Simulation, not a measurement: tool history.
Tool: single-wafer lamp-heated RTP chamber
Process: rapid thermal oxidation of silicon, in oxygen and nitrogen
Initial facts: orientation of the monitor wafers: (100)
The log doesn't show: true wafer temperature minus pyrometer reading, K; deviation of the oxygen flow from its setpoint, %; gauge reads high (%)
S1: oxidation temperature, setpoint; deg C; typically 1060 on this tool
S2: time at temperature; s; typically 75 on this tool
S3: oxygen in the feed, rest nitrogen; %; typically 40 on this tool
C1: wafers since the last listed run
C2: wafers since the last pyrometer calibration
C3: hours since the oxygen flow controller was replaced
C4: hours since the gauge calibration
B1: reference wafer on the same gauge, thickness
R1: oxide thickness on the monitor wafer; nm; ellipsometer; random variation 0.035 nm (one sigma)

Run 1, hour 0: usual settings; C1 0; C2 3999; C3 6393.3; C4 236.8; B1 7.504. Result: R1 6.956 nm.
At hour 3.4: gauge calibrated.
Run 2, hour 15.4: usual settings; C1 139; C2 4139; C3 6408.7; C4 12; B1 7.502. Result: R1 6.941 nm.
Run 3, hour 32.9: usual settings; C1 159; C2 4298; C3 6426.2; C4 29.5; B1 7.497. Result: R1 6.931 nm.
Run 4, hour 49.4: usual settings; C1 149; C2 4447; C3 6442.7; C4 46; B1 7.494. Result: R1 6.971 nm.
Run 5, hour 65.9: usual settings; C1 149; C2 4597; C3 6459.2; C4 62.5; B1 7.496. Result: R1 6.945 nm.
Run 6, hour 82.6: usual settings but S3 33 %; C1 151; C2 4749; C3 6475.9; C4 79.2; B1 7.497. Result: R1 6.504 nm.
Run 7, hour 93: usual settings but S3 33 %; C1 94; C2 4844; C3 6486.3; C4 89.6; B1 7.498. Result: R1 6.511 nm.
At hour 109.5: oxygen flow controller replaced.
Run 8, hour 110: usual settings but S3 33 %; C1 81; C2 4926; C3 0.5; C4 106.6; B1 7.492. Result: R1 6.451 nm.
Run 9, hour 116.6: usual settings; C1 59; C2 4985; C3 7.1; C4 113.2; B1 7.502. Result: R1 6.951 nm.
Run 10, hour 130: usual settings; C1 121; C2 5107; C3 20.5; C4 126.6; B1 7.511. Result: R1 6.97 nm.
Run 11, hour 140.3: usual settings; C1 93; C2 5201; C3 30.8; C4 136.9; B1 7.499. Result: R1 6.98 nm.
At hour 173.4: pyrometer window cleaned and pyrometer calibrated.
Run 12, hour 182: usual settings but S2 59 s; C1 306; C2 78; C3 72.5; C4 178.6; B1 7.496. Result: R1 6.274 nm.
Run 13, hour 191.4: usual settings but S1 1051 deg C; C1 85; C2 163; C3 81.9; C4 188; B1 7.502. Result: R1 6.471 nm.
Run 14, hour 206.3: usual settings; C1 135; C2 299; C3 96.8; C4 202.9; B1 7.505. Result: R1 6.989 nm.
Run 15, hour 219.8: usual settings but S1 1068 deg C; C1 122; C2 421; C3 110.3; C4 216.4; B1 7.499. Result: R1 7.289 nm.
At hour 223.8: gauge calibrated.
Run 16, hour 231.6: usual settings but S1 1045 deg C, S2 98 s, S3 17 %; C1 107; C2 529; C3 122.1; C4 7.8; B1 7.497. Result: R1 5.275 nm.
Run 17, hour 243.4: usual settings but S1 1072 deg C, S2 55 s, S3 29 %; C1 107; C2 636; C3 133.9; C4 19.6; B1 7.508. Result: R1 5.9 nm.
Run 18, hour 251.9: usual settings but S2 95 s; C1 77; C2 713; C3 142.4; C4 28.1; B1 7.497. Result: R1 7.816 nm.
Run 19, hour 265.4: usual settings but S1 1051 deg C, S3 23 %; C1 122; C2 836; C3 155.9; C4 41.6; B1 7.499. Result: R1 5.418 nm.
Run 20, hour 272.5: usual settings but S1 1036 deg C, S2 39 s, S3 17 %; C1 64; C2 900; C3 163; C4 48.7; B1 7.499. Result: R1 3.438 nm.
Run 21, hour 284: usual settings; C1 104; C2 1005; C3 174.5; C4 60.2; B1 7.496. Result: R1 6.929 nm.
Run 22, hour 290.5: usual settings but S1 1080 deg C, S2 100 s, S3 17 %; C1 59; C2 1064; C3 181; C4 66.7; B1 7.503. Result: R1 6.656 nm.

Exercise: give the hidden state of the tool at every run:
true wafer temperature minus pyrometer reading, K: 0, the same for each run
deviation of the oxygen flow from its setpoint, %: 0, the same for each run
gauge reads high (%): 0, the same for each run

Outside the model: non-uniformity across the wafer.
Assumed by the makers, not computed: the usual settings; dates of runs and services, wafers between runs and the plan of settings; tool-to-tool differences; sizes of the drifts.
